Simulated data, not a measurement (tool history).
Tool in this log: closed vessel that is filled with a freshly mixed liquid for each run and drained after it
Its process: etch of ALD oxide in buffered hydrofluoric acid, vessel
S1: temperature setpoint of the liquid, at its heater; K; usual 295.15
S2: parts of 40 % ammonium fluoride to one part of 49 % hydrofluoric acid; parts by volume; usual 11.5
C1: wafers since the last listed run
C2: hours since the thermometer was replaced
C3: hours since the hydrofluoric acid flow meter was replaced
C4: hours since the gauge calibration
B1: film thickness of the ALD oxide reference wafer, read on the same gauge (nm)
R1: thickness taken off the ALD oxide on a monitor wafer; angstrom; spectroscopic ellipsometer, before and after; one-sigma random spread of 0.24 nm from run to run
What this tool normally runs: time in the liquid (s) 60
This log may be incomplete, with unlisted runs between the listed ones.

{"run": 1, "hour": 0.0, "S1": 295.15, "S2": 11.5, "time in the liquid (s)": 60, "C1": 0, "C2": 1521.9, "C3": 83, "C4": 299.9, "B1": 119.99, "R1": 606.6}
{"run": 2, "hour": 49.7, "S1": 295.15, "S2": 11.5, "time in the liquid (s)": 60, "C1": 5727, "C2": 1571.6, "C3": 132.7, "C4": 349.6, "B1": 120.05, "R1": 609.5}
{"run": 3, "hour": 105.2, "S1": 295.15, "S2": 11.5, "time in the liquid (s)": 60, "C1": 6395, "C2": 1627.1, "C3": 188.2, "C4": 405.1, "B1": 120.04, "R1": 611.9}
{"run": 4, "hour": 156.7, "S1": 295.15, "S2": 11.5, "time in the liquid (s)": 60, "C1": 5934, "C2": 1678.6, "C3": 239.7, "C4": 456.6, "B1": 120.02, "R1": 616.8}
{"run": 5, "hour": 189.3, "S1": 292.15, "S2": 11.5, "time in the liquid (s)": 60, "C1": 3756, "C2": 1711.2, "C3": 272.3, "C4": 489.2, "B1": 120.02, "R1": 523.7}
{"run": 6, "hour": 246.5, "S1": 292.15, "S2": 11.5, "time in the liquid (s)": 60, "C1": 6591, "C2": 1768.4, "C3": 329.5, "C4": 546.4, "B1": 119.99, "R1": 521.5}
{"run": 7, "hour": 294.2, "S1": 292.65, "S2": 11.5, "time in the liquid (s)": 45, "C1": 5496, "C2": 1816.1, "C3": 377.2, "C4": 594.1, "B1": 120.01, "R1": 404.8}
{"run": 8, "hour": 343.1, "S1": 292.65, "S2": 11.5, "time in the liquid (s)": 45, "C1": 5635, "C2": 1865, "C3": 426.1, "C4": 643, "B1": 120.02, "R1": 407.2}
{"hour": 367.0, "done": "hydrofluoric acid flow meter replaced"}
{"run": 9, "hour": 386.8, "S1": 295.15, "S2": 11.5, "time in the liquid (s)": 60, "C1": 4920, "C2": 1908.7, "C3": 19.8, "C4": 686.7, "B1": 120.04, "R1": 595.1}
{"run": 10, "hour": 439.9, "S1": 295.15, "S2": 11.5, "time in the liquid (s)": 60, "C1": 6119, "C2": 1961.8, "C3": 72.9, "C4": 739.8, "B1": 119.96, "R1": 598.6}
{"run": 11, "hour": 472.6, "S1": 295.15, "S2": 14.5, "time in the liquid (s)": 90, "C1": 3768, "C2": 1994.5, "C3": 105.6, "C4": 772.5, "B1": 120.01, "R1": 712.9}
{"run": 12, "hour": 534.2, "S1": 295.15, "S2": 14.5, "time in the liquid (s)": 90, "C1": 7098, "C2": 2056.1, "C3": 167.2, "C4": 834.1, "B1": 119.96, "R1": 715.6}
{"run": 13, "hour": 581.6, "S1": 295.15, "S2": 14.5, "time in the liquid (s)": 90, "C1": 5462, "C2": 2103.5, "C3": 214.6, "C4": 881.5, "B1": 120.04, "R1": 721.7}
{"run": 14, "hour": 622.6, "S1": 295.15, "S2": 11.5, "time in the liquid (s)": 60, "C1": 4724, "C2": 2144.5, "C3": 255.6, "C4": 922.5, "B1": 120.02, "R1": 604.4}
{"run": 15, "hour": 674.1, "S1": 291.65, "S2": 11.5, "time in the liquid (s)": 45, "C1": 5934, "C2": 2196, "C3": 307.1, "C4": 974, "B1": 120.02, "R1": 374.7}
{"hour": 716.5, "done": "gauge calibrated"}
{"run": 16, "hour": 716.6, "S1": 298.15, "S2": 8, "time in the liquid (s)": 45, "C1": 4897, "C2": 2238.5, "C3": 349.6, "C4": 0.1, "B1": 120, "R1": 759}
{"run": 17, "hour": 743.6, "S1": 299.65, "S2": 14, "time in the liquid (s)": 60, "C1": 3111, "C2": 2265.5, "C3": 376.6, "C4": 27.1, "B1": 120.03, "R1": 645.5}
{"run": 18, "hour": 810.8, "S1": 293.15, "S2": 13, "time in the liquid (s)": 50, "C1": 7743, "C2": 2332.7, "C3": 443.8, "C4": 94.3, "B1": 120, "R1": 407.5}
{"hour": 837.6, "done": "hydrofluoric acid flow meter replaced"}
{"run": 19, "hour": 870.6, "S1": 298.15, "S2": 8, "time in the liquid (s)": 35, "C1": 6775, "C2": 2392.5, "C3": 33, "C4": 154.1, "B1": 120.03, "R1": 563.2}
{"run": 20, "hour": 908.6, "S1": 295.15, "S2": 11.5, "time in the liquid (s)": 60, "C1": 4378, "C2": 2430.5, "C3": 71, "C4": 192.1, "B1": 120.02, "R1": 586.4}
{"run": 21, "hour": 935.6, "S1": 295.15, "S2": 11.5, "time in the liquid (s)": 60, "C1": 3111, "C2": 2457.5, "C3": 98, "C4": 219.1, "B1": 119.97, "R1": 587}
{"run": 22, "hour": 968.1, "S1": 295.15, "S2": 14.5, "time in the liquid (s)": 70, "C1": 3745, "C2": 2490, "C3": 130.5, "C4": 251.6, "B1": 119.99, "R1": 546.1}
{"run": 23, "hour": 1032.8, "S1": 291.65, "S2": 11.5, "time in the liquid (s)": 75, "C1": 7455, "C2": 2554.7, "C3": 195.2, "C4": 316.3, "B1": 119.94, "R1": 608.7}
{"hour": 1045.5, "done": "thermometer replaced"}
{"run": 24, "hour": 1066.6, "S1": 293.65, "S2": 15.5, "time in the liquid (s)": 60, "C1": 3779, "C2": 21.1, "C3": 229, "C4": 350.1, "B1": 119.99, "R1": 437.7}
{"run": 25, "hour": 1109.6, "S1": 291.65, "S2": 13, "time in the liquid (s)": 80, "C1": 4955, "C2": 64.1, "C3": 272, "C4": 393.1, "B1": 119.97, "R1": 622.5}
{"run": 26, "hour": 1194.0, "S1": 292.15, "S2": 11.5, "time in the liquid (s)": 90, "C1": 9725, "C2": 148.5, "C3": 356.4, "C4": 477.5, "B1": 120.01, "R1": 815.6}
{"hour": 1293.4, "done": "hydrofluoric acid flow meter replaced"}
{"run": 27, "hour": 1293.9, "S1": 292.65, "S2": 14.5, "time in the liquid (s)": 50, "C1": 11396, "C2": 248.4, "C3": 0.5, "C4": 577.4, "B1": 119.99, "R1": 354.1}
{"run": 28, "hour": 1318.9, "S1": 296.65, "S2": 10, "time in the liquid (s)": 90, "C1": 2880, "C2": 273.4, "C3": 25.5, "C4": 602.4, "B1": 120.03, "R1": 1150.5}
{"run": 29, "hour": 1374.6, "S1": 295.15, "S2": 11.5, "time in the liquid (s)": 50, "C1": 6418, "C2": 329.1, "C3": 81.2, "C4": 658.1, "B1": 119.97, "R1": 516.7}
{"run": 30, "hour": 1404.4, "S1": 295.15, "S2": 11.5, "time in the liquid (s)": 60, "C1": 3434, "C2": 358.9, "C3": 111, "C4": 687.9, "B1": 120.01, "R1": 618.6}
{"run": 31, "hour": 1431.4, "S1": 295.15, "S2": 11.5, "time in the liquid (s)": 60, "C1": 3111, "C2": 385.9, "C3": 138, "C4": 714.9, "B1": 119.99, "R1": 623.2}
{"run": 32, "hour": 1487.6, "S1": 295.15, "S2": 11.5, "time in the liquid (s)": 60, "C1": 6476, "C2": 442.1, "C3": 194.2, "C4": 771.1, "B1": 119.98, "R1": 623.6}
{"run": 33, "hour": 1517.7, "S1": 290.65, "S2": 11.5, "time in the liquid (s)": 80, "C1": 3468, "C2": 472.2, "C3": 224.3, "C4": 801.2, "B1": 120.06, "R1": 650.2}
{"run": 34, "hour": 1573.1, "S1": 295.15, "S2": 11.5, "time in the liquid (s)": 60, "C1": 6384, "C2": 527.6, "C3": 279.7, "C4": 856.6, "B1": 119.99, "R1": 630.9}

Across each entry between runs, compare the hidden state at the last listed run before it with the hidden state at the first listed run after it:
Logged between run 8 and run 9: hydrofluoric acid flow meter replaced (hour 367)
  liquid colder than its thermometer reads (K): 1.01 -> 1.04; hydrofluoric acid flow above the setpoint (%): 5.95 -> 0.694
  what was measured, less what the result would be without the hidden state, R1: -0.2 -> -31.1 angstrom
Logged between run 15 and run 16: gauge calibrated (hour 716.5)
  liquid colder than its thermometer reads (K): 1.19 -> 1.21; hydrofluoric acid flow above the setpoint (%): 4.11 -> 4.61
  what was measured, less what the result would be without the hidden state, R1: -10.7 -> -13 angstrom
Logged between run 18 and run 19: hydrofluoric acid flow meter replaced (hour 837.6)
  liquid colder than its thermometer reads (K): 1.26 -> 1.29; hydrofluoric acid flow above the setpoint (%): 5.73 -> 0.693
  what was measured, less what the result would be without the hidden state, R1: -6.7 -> -36.4 angstrom
Logged between run 23 and run 24: thermometer replaced (hour 1045.5)
  liquid colder than its thermometer reads (K): 1.37 -> 0.192; hydrofluoric acid flow above the setpoint (%): 2.62 -> 3.02
  what was measured, less what the result would be without the hidden state, R1: -32.9 -> +8.1 angstrom
Logged between run 26 and run 27: hydrofluoric acid flow meter replaced (hour 1293.4)
  liquid colder than its thermometer reads (K): 0.259 -> 0.312; hydrofluoric acid flow above the setpoint (%): 4.53 -> 0.259
  what was measured, less what the result would be without the hidden state, R1: +23.1 -> -5.3 angstrom

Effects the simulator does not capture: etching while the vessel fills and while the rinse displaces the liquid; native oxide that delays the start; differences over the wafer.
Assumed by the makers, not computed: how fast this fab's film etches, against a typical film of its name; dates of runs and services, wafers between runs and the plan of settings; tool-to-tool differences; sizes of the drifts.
